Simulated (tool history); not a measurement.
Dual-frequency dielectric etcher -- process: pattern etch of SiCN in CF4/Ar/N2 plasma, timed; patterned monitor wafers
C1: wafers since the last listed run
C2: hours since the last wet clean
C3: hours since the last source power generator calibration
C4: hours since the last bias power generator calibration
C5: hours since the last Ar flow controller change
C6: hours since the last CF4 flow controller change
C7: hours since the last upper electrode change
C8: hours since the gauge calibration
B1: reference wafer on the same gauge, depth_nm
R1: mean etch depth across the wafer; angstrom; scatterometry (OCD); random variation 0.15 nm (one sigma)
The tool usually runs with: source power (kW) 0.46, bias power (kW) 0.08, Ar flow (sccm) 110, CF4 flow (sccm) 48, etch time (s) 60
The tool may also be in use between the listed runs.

run 1 hour=0 | source_power_(kW)=0.46 bias_power_(kW)=0.08 Ar_flow_(sccm)=110 CF4_flow_(sccm)=48 etch_time_(s)=60 | C1=0 C2=0.5 C3=3571.5 C4=3043.1 C5=1715.5 C6=4643.9 C7=3542.8 C8=328.5 | B1=51.3 | R1=541
run 2 hour=0.4 | source_power_(kW)=0.41 bias_power_(kW)=0.08 Ar_flow_(sccm)=110 CF4_flow_(sccm)=48 etch_time_(s)=60 | C1=3 C2=0.9 C3=3571.9 C4=3043.5 C5=1715.9 C6=4644.3 C7=3543.2 C8=328.9 | B1=51.3 | R1=483
run 3 hour=0.7 | source_power_(kW)=0.41 bias_power_(kW)=0.08 Ar_flow_(sccm)=110 CF4_flow_(sccm)=48 etch_time_(s)=60 | C1=2 C2=1.2 C3=3572.2 C4=3043.8 C5=1716.2 C6=4644.6 C7=3543.5 C8=329.2 | B1=51.3 | R1=483
-- hour=19.3 bias power generator calibrated
-- hour=40.7 upper electrode replaced, of another model than before
run 4 hour=41.2 | source_power_(kW)=0.46 bias_power_(kW)=0.074 Ar_flow_(sccm)=89 CF4_flow_(sccm)=48 etch_time_(s)=60 | C1=130 C2=41.7 C3=3612.7 C4=21.9 C5=1756.7 C6=4685.1 C7=0.5 C8=369.7 | B1=51.3 | R1=533
run 5 hour=41.5 | source_power_(kW)=0.46 bias_power_(kW)=0.074 Ar_flow_(sccm)=89 CF4_flow_(sccm)=48 etch_time_(s)=60 | C1=2 C2=42 C3=3613 C4=22.2 C5=1757 C6=4685.4 C7=0.8 C8=370 | B1=51.3 | R1=534
run 6 hour=44.3 | source_power_(kW)=0.46 bias_power_(kW)=0.08 Ar_flow_(sccm)=123 CF4_flow_(sccm)=48 etch_time_(s)=60 | C1=24 C2=44.8 C3=3615.8 C4=25 C5=1759.8 C6=4688.2 C7=3.6 C8=372.8 | B1=51.3 | R1=531
-- hour=44.9 gauge calibrated
-- hour=59.8 CF4 flow controller replaced
run 7 hour=61.7 | source_power_(kW)=0.38 bias_power_(kW)=0.08 Ar_flow_(sccm)=110 CF4_flow_(sccm)=48 etch_time_(s)=52.5 | C1=98 C2=62.2 C3=3633.2 C4=42.4 C5=1777.2 C6=1.9 C7=21 C8=16.8 | B1=51.3 | R1=419
run 8 hour=75.3 | source_power_(kW)=0.46 bias_power_(kW)=0.08 Ar_flow_(sccm)=110 CF4_flow_(sccm)=48 etch_time_(s)=60 | C1=117 C2=75.8 C3=3646.8 C4=56 C5=1790.8 C6=15.5 C7=34.6 C8=30.4 | B1=51.3 | R1=542
-- hour=96.4 Ar flow controller replaced
run 9 hour=96.9 | source_power_(kW)=0.46 bias_power_(kW)=0.08 Ar_flow_(sccm)=117 CF4_flow_(sccm)=58 etch_time_(s)=60 | C1=134 C2=97.4 C3=3668.4 C4=77.6 C5=0.5 C6=37.1 C7=56.2 C8=52 | B1=51.3 | R1=547
run 10 hour=108.2 | source_power_(kW)=0.38 bias_power_(kW)=0.08 Ar_flow_(sccm)=131 CF4_flow_(sccm)=48 etch_time_(s)=53 | C1=97 C2=108.7 C3=3679.7 C4=88.9 C5=11.8 C6=48.4 C7=67.5 C8=63.3 | B1=51.3 | R1=411
run 11 hour=121.4 | source_power_(kW)=0.46 bias_power_(kW)=0.08 Ar_flow_(sccm)=110 CF4_flow_(sccm)=48 etch_time_(s)=43.5 | C1=114 C2=121.9 C3=3692.9 C4=102.1 C5=25 C6=61.6 C7=80.7 C8=76.5 | B1=51.3 | R1=394
run 12 hour=130.3 | source_power_(kW)=0.37 bias_power_(kW)=0.064 Ar_flow_(sccm)=130 CF4_flow_(sccm)=57 etch_time_(s)=60 | C1=76 C2=130.8 C3=3701.8 C4=111 C5=33.9 C6=70.5 C7=89.6 C8=85.4 | B1=51.3 | R1=408
run 13 hour=143.1 | source_power_(kW)=0.46 bias_power_(kW)=0.08 Ar_flow_(sccm)=110 CF4_flow_(sccm)=44 etch_time_(s)=60 | C1=110 C2=143.6 C3=3714.6 C4=123.8 C5=46.7 C6=83.3 C7=102.4 C8=98.2 | B1=51.3 | R1=541
-- hour=154.5 source power generator calibrated
run 14 hour=155 | source_power_(kW)=0.46 bias_power_(kW)=0.069 Ar_flow_(sccm)=110 CF4_flow_(sccm)=53 etch_time_(s)=52 | C1=68 C2=155.5 C3=0.5 C4=135.7 C5=58.6 C6=95.2 C7=114.3 C8=110.1 | B1=51.3 | R1=437
run 15 hour=163.9 | source_power_(kW)=0.46 bias_power_(kW)=0.065 Ar_flow_(sccm)=134 CF4_flow_(sccm)=45 etch_time_(s)=77 | C1=76 C2=164.4 C3=9.4 C4=144.6 C5=67.5 C6=104.1 C7=123.2 C8=119 | B1=51.3 | R1=595
run 16 hour=174.1 | source_power_(kW)=0.4 bias_power_(kW)=0.093 Ar_flow_(sccm)=110 CF4_flow_(sccm)=45 etch_time_(s)=60 | C1=88 C2=174.6 C3=19.6 C4=154.8 C5=77.7 C6=114.3 C7=133.4 C8=129.2 | B1=51.3 | R1=538
run 17 hour=190.3 | source_power_(kW)=0.46 bias_power_(kW)=0.08 Ar_flow_(sccm)=126 CF4_flow_(sccm)=48 etch_time_(s)=60 | C1=140 C2=190.8 C3=35.8 C4=171 C5=93.9 C6=130.5 C7=149.6 C8=145.4 | B1=51.3 | R1=533
run 18 hour=201.7 | source_power_(kW)=0.46 bias_power_(kW)=0.08 Ar_flow_(sccm)=110 CF4_flow_(sccm)=48 etch_time_(s)=60 | C1=98 C2=202.2 C3=47.2 C4=182.4 C5=105.3 C6=141.9 C7=161 C8=156.8 | B1=51.2 | R1=547
run 19 hour=214.6 | source_power_(kW)=0.46 bias_power_(kW)=0.08 Ar_flow_(sccm)=110 CF4_flow_(sccm)=48 etch_time_(s)=60 | C1=111 C2=215.1 C3=60.1 C4=195.3 C5=118.2 C6=154.8 C7=173.9 C8=169.7 | B1=51.3 | R1=547
run 20 hour=226.3 | source_power_(kW)=0.46 bias_power_(kW)=0.08 Ar_flow_(sccm)=118 CF4_flow_(sccm)=59 etch_time_(s)=60 | C1=101 C2=226.8 C3=71.8 C4=207 C5=129.9 C6=166.5 C7=185.6 C8=181.4 | B1=51.4 | R1=548
run 21 hour=238.1 | source_power_(kW)=0.43 bias_power_(kW)=0.08 Ar_flow_(sccm)=101 CF4_flow_(sccm)=48 etch_time_(s)=60 | C1=101 C2=238.6 C3=83.6 C4=218.8 C5=141.7 C6=178.3 C7=197.4 C8=193.2 | B1=51.3 | R1=527

Alternative continuations, all from the tool just after run 21; predict every row:
run A hour=238.5 | source_power_(kW)=0.46 bias_power_(kW)=0.08 Ar_flow_(sccm)=110 CF4_flow_(sccm)=48 etch_time_(s)=60 | C1=3 C2=239 C3=84 C4=219.2 C5=142.1 C6=178.7 C7=197.8 C8=193.6 | B1=? | R1=?
run B hour=238.5 | source_power_(kW)=0.46 bias_power_(kW)=0.061 Ar_flow_(sccm)=127 CF4_flow_(sccm)=59 etch_time_(s)=60 | C1=3 C2=239 C3=84 C4=219.2 C5=142.1 C6=178.7 C7=197.8 C8=193.6 | B1=? | R1=?
run C hour=238.5 | source_power_(kW)=0.46 bias_power_(kW)=0.08 Ar_flow_(sccm)=110 CF4_flow_(sccm)=37 etch_time_(s)=60 | C1=3 C2=239 C3=84 C4=219.2 C5=142.1 C6=178.7 C7=197.8 C8=193.6 | B1=? | R1=?
run D hour=238.5 | source_power_(kW)=0.46 bias_power_(kW)=0.087 Ar_flow_(sccm)=89 CF4_flow_(sccm)=48 etch_time_(s)=48.5 | C1=3 C2=239 C3=84 C4=219.2 C5=142.1 C6=178.7 C7=197.8 C8=193.6 | B1=? | R1=?

run=A B1=51.3 R1=545
run=B B1=51.3 R1=462
run=C B1=51.3 R1=535
run=D B1=51.3 R1=476
Take away the tool's hidden state, keep each run's random variation, and the runs would have read:
run=A R1=536
run=B R1=455
run=C R1=526
run=D R1=468
